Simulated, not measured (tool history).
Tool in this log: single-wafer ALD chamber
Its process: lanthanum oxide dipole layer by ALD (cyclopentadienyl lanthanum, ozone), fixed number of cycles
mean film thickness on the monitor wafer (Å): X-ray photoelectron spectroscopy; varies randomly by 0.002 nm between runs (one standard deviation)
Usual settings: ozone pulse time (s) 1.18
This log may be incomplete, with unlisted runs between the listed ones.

run,hour,ozone pulse time (s),wafers since the last listed run,hours since the last thermocouple change,hours since the last ozone generator service,hours since the showerhead was replaced,hours since the gauge calibration,"read-back reference wafer on the same gauge, thickness_nm",mean film thickness on the monitor wafer (Å)
1,0,0.84,0,1160.1,768.9,5688.6,317.2,0.613,4.98
2,12.6,1.47,166,1172.7,781.5,5701.2,329.8,0.613,6.35
3,30.3,1.3,233,1190.4,799.2,5718.9,347.5,0.614,6.15
4,46.5,1.3,213,1206.6,815.4,5735.1,363.7,0.613,6.12
5,62.7,1.3,213,1222.8,831.6,5751.3,379.9,0.614,6.14
# hour 76.7: ozone generator serviced
6,78.2,1.18,98,1238.3,1.5,5766.8,395.4,0.613,6.1
7,91.7,1.18,178,1251.8,15,5780.3,408.9,0.613,6.12
8,98.9,1.54,95,1259,22.2,5787.5,416.1,0.613,6.51
# hour 120.1: showerhead replaced
9,120.6,1.18,180,1280.7,43.9,0.5,437.8,0.613,6.11
10,130.2,0.97,126,1290.3,53.5,10.1,447.4,0.613,5.61
11,143.2,1.65,171,1303.3,66.5,23.1,460.4,0.613,6.55
12,156.6,1.18,176,1316.7,79.9,36.5,473.8,0.612,6.11
13,169.2,0.85,166,1329.3,92.5,49.1,486.4,0.613,5.23
14,220.6,0.76,678,1380.7,143.9,100.5,537.8,0.613,4.81
15,232.1,1.42,151,1392.2,155.4,112,549.3,0.613,6.43
16,238.3,1.53,81,1398.4,161.6,118.2,555.5,0.613,6.49
17,250.6,1.57,162,1410.7,173.9,130.5,567.8,0.613,6.49
18,257.3,1.38,88,1417.4,180.6,137.2,574.5,0.613,6.34
# hour 272.8: thermocouple changed; heater temperature recalibrated
19,273.6,1.01,109,0.8,196.9,153.5,590.8,0.613,5.7
20,285.3,0.98,154,12.5,208.6,165.2,602.5,0.613,5.62
21,291.6,0.93,83,18.8,214.9,171.5,608.8,0.613,5.47
22,300.1,1.32,112,27.3,223.4,180,617.3,0.613,6.3
# hour 306.1: gauge calibrated
23,316.6,1.18,217,43.8,239.9,196.5,10.5,0.613,6.11
24,327.1,1.18,138,54.3,250.4,207,21,0.613,6.09
25,334.5,1.18,97,61.7,257.8,214.4,28.4,0.613,6.07
26,342.4,1.18,104,69.6,265.7,222.3,36.3,0.613,6.07
27,350,1.55,100,77.2,273.3,229.9,43.9,0.613,6.49
28,365.6,0.78,205,92.8,288.9,245.5,59.5,0.613,4.84
29,381.6,1.03,211,108.8,304.9,261.5,75.5,0.613,5.72
30,397.1,1.18,204,124.3,320.4,277,91,0.614,6.08
31,405.7,0.77,113,132.9,329,285.6,99.6,0.613,4.81
32,412.4,1.18,88,139.6,335.7,292.3,106.3,0.612,6.05
33,418.5,1.38,80,145.7,341.8,298.4,112.4,0.613,6.32
34,429.5,0.85,145,156.7,352.8,309.4,123.4,0.613,5.14
35,436.1,1.18,87,163.3,359.4,316,130,0.613,6.05

How the hidden state differs across the entries between the runs, from the last listed run before each to the first after it:
In the gap between runs 5 and 6: ozone generator serviced (hour 76.7)
  ozone dose above that of a generator just serviced (%): -7.88 -> -0.334
  the result without the hidden state subtracted from the measured one, mean film thickness on the monitor wafer (Å): -0.15 -> -0.01
In the gap between runs 8 and 9: showerhead replaced (hour 120.1)
  ozone dose above that of a generator just serviced (%): -0.512 -> -0.698
  the result without the hidden state subtracted from the measured one, mean film thickness on the monitor wafer (Å): +0 -> -0.01
In the gap between runs 18 and 19: thermocouple changed; heater temperature recalibrated (hour 272.8)
  ozone dose above that of a generator just serviced (%): -1.87 -> -2.01
  the result without the hidden state subtracted from the measured one, mean film thickness on the monitor wafer (Å): -0.03 -> -0.05
In the gap between runs 22 and 23: gauge calibrated (hour 306.1)
  ozone dose above that of a generator just serviced (%): -2.24 -> -2.38
  the result without the hidden state subtracted from the measured one, mean film thickness on the monitor wafer (Å): -0.03 -> -0.05
